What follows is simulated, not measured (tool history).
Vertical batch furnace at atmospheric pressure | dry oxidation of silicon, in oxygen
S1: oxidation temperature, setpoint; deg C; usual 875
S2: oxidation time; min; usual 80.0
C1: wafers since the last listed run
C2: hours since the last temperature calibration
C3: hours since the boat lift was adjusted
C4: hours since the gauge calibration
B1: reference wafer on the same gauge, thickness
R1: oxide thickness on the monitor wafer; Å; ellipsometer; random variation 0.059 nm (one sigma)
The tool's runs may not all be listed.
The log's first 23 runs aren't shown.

| run | hour | S1 | S2 | C1 | C2 | C3 | C4 | B1 | R1 |
|---|---|---|---|---|---|---|---|---|---|
| 24 | 566.5 | 897 | 91.0 | 333 | 339.0 | 431.0 | 57.4 | 28.51 | 355.2 |
| 25 | 592.7 | 875 | 68.5 | 274 | 365.2 | 457.2 | 83.6 | 28.50 | 232.5 |
| 26 | 614.2 | 875 | 103.5 | 224 | 386.7 | 478.7 | 105.1 | 28.50 | 308.5 |
| 27 | 649.3 | 875 | 80.0 | 367 | 421.8 | 513.8 | 140.2 | 28.47 | 258.1 |
| 28 | 664.2 | 875 | 80.0 | 155 | 436.7 | 528.7 | 155.1 | 28.50 | 257.6 |
| 29 | 677.5 | 859 | 80.0 | 139 | 450.0 | 542.0 | 168.4 | 28.49 | 217.9 |
| 30 | 697.9 | 875 | 80.0 | 213 | 470.4 | 562.4 | 188.8 | 28.50 | 258.1 |
| 31 | 716.6 | 890 | 99.5 | 195 | 489.1 | 581.1 | 207.5 | 28.50 | 352.9 |
| 32 | 731.9 | 865 | 80.0 | 160 | 504.4 | 596.4 | 222.8 | 28.49 | 231.1 |
| 33 | 752.2 | 868 | 119.0 | 212 | 524.7 | 616.7 | 243.1 | 28.52 | 316.2 |
| 34 | 774.5 | 866 | 98.0 | 233 | 547.0 | 639.0 | 265.4 | 28.50 | 269.0 |
| 35 | 800.5 | 887 | 69.5 | 272 | 573.0 | 665.0 | 291.4 | 28.51 | 265.1 |
| 36 | 830.4 | 885 | 80.0 | 312 | 602.9 | 694.9 | 321.3 | 28.52 | 287.5 |
| 37 | 849.1 | 851 | 65.5 | 195 | 621.6 | 713.6 | 340.0 | 28.48 | 170.9 |
| 38 | 865.7 | 888 | 80.0 | 173 | 638.2 | 730.2 | 356.6 | 28.49 | 295.4 |

Forecast each of these 5 alternatives for the next run:
| A | 871.8 | 875 | 80.0 | 63 | 644.3 | 736.3 | 362.7 | ? | ? |
| B | 871.8 | 856 | 80.0 | 63 | 644.3 | 736.3 | 362.7 | ? | ? |
| C | 871.8 | 899 | 111.0 | 63 | 644.3 | 736.3 | 362.7 | ? | ? |
| D | 871.8 | 889 | 50.5 | 63 | 644.3 | 736.3 | 362.7 | ? | ? |
| E | 871.8 | 857 | 92.5 | 63 | 644.3 | 736.3 | 362.7 | ? | ? |

| run | B1 | R1 |
|---|---|---|
| A | 28.51 | 258.5 |
| B | 28.51 | 209.9 |
| C | 28.51 | 416.6 |
| D | 28.51 | 217.4 |
| E | 28.51 | 235.1 |
Without the tool's hidden state the same runs would have given:
| run | R1 |
|---|---|
| A | 258.5 |
| B | 209.9 |
| C | 416.6 |
| D | 217.4 |
| E | 235.1 |
